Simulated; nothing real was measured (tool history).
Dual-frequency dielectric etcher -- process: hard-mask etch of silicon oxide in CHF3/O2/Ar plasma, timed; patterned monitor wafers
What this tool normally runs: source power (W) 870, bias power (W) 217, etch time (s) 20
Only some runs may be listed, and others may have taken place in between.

run,hour,source power (W),bias power (W),etch time (s),wafers since the last listed run,hours since the last wet clean,hours since the last source power generator calibration,hours since the last bias power generator calibration,hours since the last upper electrode change,hours since the gauge calibration,"read-back reference wafer on the same gauge, depth_nm",mean etch depth across the wafer (Å)
1,0,870,217,20,0,137.5,3988.7,2630.1,3668.3,1659.4,55.44,507
2,96.7,870,217,20,1188,234.2,4085.4,2726.8,3765,1756.1,55.5,502.6
3,182.8,870,217,20,1058,320.3,4171.5,2812.9,3851.1,1842.2,55.59,494
4,246.9,870,217,20,787,384.4,4235.6,2877,3915.2,1906.3,55.46,485.7
5,339,920,217,20,1131,476.5,4327.7,2969.1,4007.3,1998.4,55.51,494.2
# hour 428.5: wet clean of the chamber
6,429,920,217,20,811,0.5,4417.7,3059.1,4097.3,2088.4,55.55,520.7
7,446.2,870,217,20,211,17.7,4434.9,3076.3,4114.5,2105.6,55.52,509.3
# hour 481.1: upper electrode replaced
8,527.9,870,217,20,709,99.4,4516.6,3158,46.8,2187.3,55.49,511.4
9,601.3,870,217,20,902,172.8,4590,3231.4,120.2,2260.7,55.5,507.8
10,648.7,870,217,15.5,582,220.2,4637.4,3278.8,167.6,2308.1,55.47,387.2
11,752.4,870,217,15.5,1274,323.9,4741.1,3382.5,271.3,2411.8,55.52,384.2
# hour 777.4: bias power generator calibrated
12,800.6,980,217,20,543,372.1,4789.3,23.2,319.5,2460,55.55,509.3
# hour 853.2: gauge calibrated
13,901.2,870,189,15.5,1236,472.7,4889.9,123.8,420.1,48,55.46,358.6
# hour 955.5: wet clean of the chamber
# hour 1000: source power generator calibrated
14,1042.1,870,217,20,1387,86.6,42.1,264.7,561,188.9,55.51,507.4
15,1126.1,870,217,20,1032,170.6,126.1,348.7,645,272.9,55.5,508.4
16,1164.7,870,217,16.5,474,209.2,164.7,387.3,683.6,311.5,55.57,414.8
17,1240.6,720,217,20,932,285.1,240.6,463.2,759.5,387.4,55.5,475
18,1308.4,990,217,20,833,352.9,308.4,531,827.3,455.2,55.5,510.5
19,1344.8,1040,217,21.5,447,389.3,344.8,567.4,863.7,491.6,55.47,557.1
# hour 1392.4: wet clean of the chamber
20,1449.9,760,236,20,996,57.5,449.9,672.5,968.8,596.7,55.52,510.5
21,1507.6,720,247,20,709,115.2,507.6,730.2,1026.5,654.4,55.52,514.6
22,1585,870,217,22,951,192.6,585,807.6,1103.9,731.8,55.43,552.6
23,1650.1,870,217,20,800,257.7,650.1,872.7,1169,796.9,55.53,496.3
24,1731.2,700,181,23.5,996,338.8,731.2,953.8,1250.1,878,55.48,508.2
25,1818.2,870,250,14.5,1069,425.8,818.2,1040.8,1337.1,965,55.44,379.8
# hour 1864.5: wet clean of the chamber
26,1919.4,870,217,20,948,54.9,919.4,1142,1438.3,1066.2,55.54,510.2
27,1978.3,870,217,20,723,113.8,978.3,1200.9,1497.2,1125.1,55.46,504.4
28,2053.3,870,217,20,921,188.8,1053.3,1275.9,1572.2,1200.1,55.43,502.9

How would selected steps in mean etch depth across the wafer (Å) from run to run divide? Give the signed amount a tool lacking its hidden state would still show from settings, what came in and random variation, and the signed amount left for the hidden state, including any gauge scatter that is not in both of the compared results.
What the log doesn't record here: etch rate over this chamber's usual, %; source power that arrives over what is set, %; bias power that arrives over what is set, %; gauge reads high (%).
Run 5 -> 6: wet clean of the chamber. mean etch depth across the wafer (Å) +26.5: hidden state +29.4, all else -2.9.
Run 12 -> 13: source power (W) 980 -> 870, bias power (W) 217 -> 189, etch time (s) 20 -> 15.5, gauge calibrated. mean etch depth across the wafer (Å) -150.7: hidden state +1.8, all else -152.5.
Run 13 -> 14: bias power (W) 189 -> 217, etch time (s) 15.5 -> 20, wet clean of the chamber, source power generator calibrated. mean etch depth across the wafer (Å) +148.8: hidden state +12.3, all else +136.5.
Run 19 -> 20: source power (W) 1040 -> 760, bias power (W) 217 -> 236, etch time (s) 21.5 -> 20, wet clean of the chamber. mean etch depth across the wafer (Å) -46.6: hidden state +23.1, all else -69.7.

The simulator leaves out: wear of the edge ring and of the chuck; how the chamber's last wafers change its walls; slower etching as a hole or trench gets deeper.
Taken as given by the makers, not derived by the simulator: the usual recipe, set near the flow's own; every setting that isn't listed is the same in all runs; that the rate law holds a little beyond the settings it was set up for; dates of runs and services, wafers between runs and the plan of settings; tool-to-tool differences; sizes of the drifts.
